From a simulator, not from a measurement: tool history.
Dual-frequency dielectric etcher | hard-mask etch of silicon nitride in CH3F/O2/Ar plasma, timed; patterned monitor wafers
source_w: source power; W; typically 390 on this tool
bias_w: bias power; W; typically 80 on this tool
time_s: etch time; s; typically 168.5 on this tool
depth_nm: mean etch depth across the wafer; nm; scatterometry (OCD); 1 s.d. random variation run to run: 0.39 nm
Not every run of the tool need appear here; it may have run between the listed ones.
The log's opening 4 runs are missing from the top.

run	hour	source_w	bias_w	time_s	read-back reference wafer on the same gauge, depth_nm	depth_nm
5	72	370	68	168.5	122.1	125.3
# hour 98: source power generator calibrated
# hour 98.3: bias power generator calibrated
# hour 101.9: wet clean of the chamber
6	102.4	390	80	182	122.1	145
7	107.6	390	80	182	122	145.9
8	123.4	390	87	168.5	121.9	137.3
9	136.6	390	87	168.5	122	138.1
10	146.3	390	87	168.5	121.9	137.4
11	154.1	330	71	146	122.1	106.5
12	169.8	390	80	119	122.1	95
# hour 200.8: upper electrode replaced
13	201.3	390	69	168.5	122	130.7
14	201.6	390	96	168.5	122	141.2
15	205.3	360	91	186.5	122	148.3
16	230	420	80	218.5	122	179.7
17	243.6	390	80	168.5	122.2	133.8
18	257.8	350	69	168.5	122.1	124.6
19	270.9	310	72	168.5	121.9	119.6
# hour 277.7: gauge calibrated
20	288.7	300	95	206	121.9	155
21	297.1	320	95	168.5	122	129.1

For run 22, what comes out?
22	304.8	300	80	195.5	?	?

{"run 22": {"read-back reference wafer on the same gauge, depth_nm": 122.1, "depth_nm": 140.4}}
Had the tool carried no hidden state, the very same run would have given depth_nm 141.8 nm.

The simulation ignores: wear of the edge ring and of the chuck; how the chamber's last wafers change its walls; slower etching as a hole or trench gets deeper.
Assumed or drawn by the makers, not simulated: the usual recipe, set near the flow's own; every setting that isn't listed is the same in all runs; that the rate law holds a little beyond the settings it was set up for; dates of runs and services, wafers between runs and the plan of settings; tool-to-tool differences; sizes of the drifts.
